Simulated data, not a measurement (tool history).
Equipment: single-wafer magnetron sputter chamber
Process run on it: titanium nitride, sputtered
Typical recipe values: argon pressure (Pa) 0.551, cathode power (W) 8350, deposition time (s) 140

run   hour  argon pressure (Pa)  cathode power (W)  deposition time (s)  read-back reference wafer on the same gauge, thickness_nm  mean film thickness on the monitor wafer (Å)
  1    0.0                0.551               9850                  140                                                    232.232                                       2104.50
  2   10.9                0.551               9850                  140                                                    232.041                                       2132.12
  3   24.5                0.713               8350                  158                                                    231.896                                       1936.08
  4   35.7                0.551               8350                  140                                                    231.886                                       1818.63
  5   45.8                0.551               8350                  140                                                    232.104                                       1809.84
  6   60.4                0.551               8350                  140                                                    231.837                                       1787.45
  7   73.4                0.551               8350                  140                                                    232.210                                       1782.16
  8   90.8                0.551               8350                  140                                                    231.914                                       1802.99
     105.8  -- sputter target and shields replaced
  9  106.3                0.551               8350                  140                                                    232.006                                       1687.75
 10  116.9                0.706               7700                  167                                                    231.902                                       1781.69
 11  126.1                0.609               6650                  140                                                    232.619                                       1341.68
 12  140.4                0.551              10300                  140                                                    232.259                                       2041.67
     197.2  -- magnet pack replaced
 13  197.7                0.410               9000                  156                                                    232.164                                       2077.06
 14  203.3                0.403               7700                  122                                                    232.311                                       1420.97
 15  209.5                0.647               7550                  132                                                    231.788                                       1395.20
     215.0  -- gauge calibrated
 16  222.0                0.607               8350                  154                                                    232.273                                       1792.18
 17  228.3                0.551               8350                  140                                                    232.044                                       1662.31
     239.2  -- sputter target and shields replaced, repeated, since the last time left the tool worse
 18  239.7                0.657               7050                  166                                                    231.843                                       1919.38
 19  248.4                0.671               8350                  117                                                    232.130                                       1577.03
 20  261.6                0.551               8350                  140                                                    231.719                                       1964.46
 21  269.0                0.551               8350                  120                                                    232.255                                       1691.78
 22  280.7                0.470               6300                  140                                                    231.699                                       1548.12
 23  298.5                0.383               7350                  165                                                    231.831                                       2183.29
 24  309.5                0.477               6850                  140                                                    231.716                                       1656.42
 25  317.1                0.661               7100                  159                                                    231.967                                       1839.73
     326.2  -- capacitance manometer re-zeroed and calibrated
 26  329.7                0.551               8350                  117                                                    231.915                                       1630.09
 27  376.8                0.423              10050                  117                                                    231.918                                       1980.56
 28  383.1                0.476              10200                  156                                                    232.001                                       2658.37
 29  391.5                0.358               8350                  164                                                    231.910                                       2419.97
 30  398.7                0.358               8350                  164                                                    232.144                                       2401.22
 31  408.7                0.629               7350                  130                                                    231.850                                       1557.47
 32  423.4                0.551               9800                  153                                                    231.648                                       2417.29
 33  440.4                0.447              10200                  126                                                    232.072                                       2149.95
 34  457.7                0.551               8350                  140                                                    231.977                                       1889.79

Predict each of these 5 candidate next runs independently; none follows another, all start after run 34:
  A  458.1                0.551               8350                  140                                                          ?                                             ?
  B  458.1                0.649              10350                  155                                                          ?                                             ?
  C  458.1                0.488               7250                  129                                                          ?                                             ?
  D  458.1                0.622               9250                  126                                                          ?                                             ?
  E  458.1                0.723               9650                  115                                                          ?                                             ?

run  read-back reference wafer on the same gauge, thickness_nm  mean film thickness on the monitor wafer (Å)
  A                                                    232.271                                       1913.91
  B                                                    232.271                                       2505.86
  C                                                    232.271                                       1581.71
  D                                                    232.271                                       1850.48
  E                                                    232.271                                       1700.67
The same runs, with their run-to-run variation unchanged, on a tool lacking any hidden condition would have given:
run  mean film thickness on the monitor wafer (Å)
  A                                       1963.62
  B                                       2570.93
  C                                       1622.79
  D                                       1898.53
  E                                       1744.84

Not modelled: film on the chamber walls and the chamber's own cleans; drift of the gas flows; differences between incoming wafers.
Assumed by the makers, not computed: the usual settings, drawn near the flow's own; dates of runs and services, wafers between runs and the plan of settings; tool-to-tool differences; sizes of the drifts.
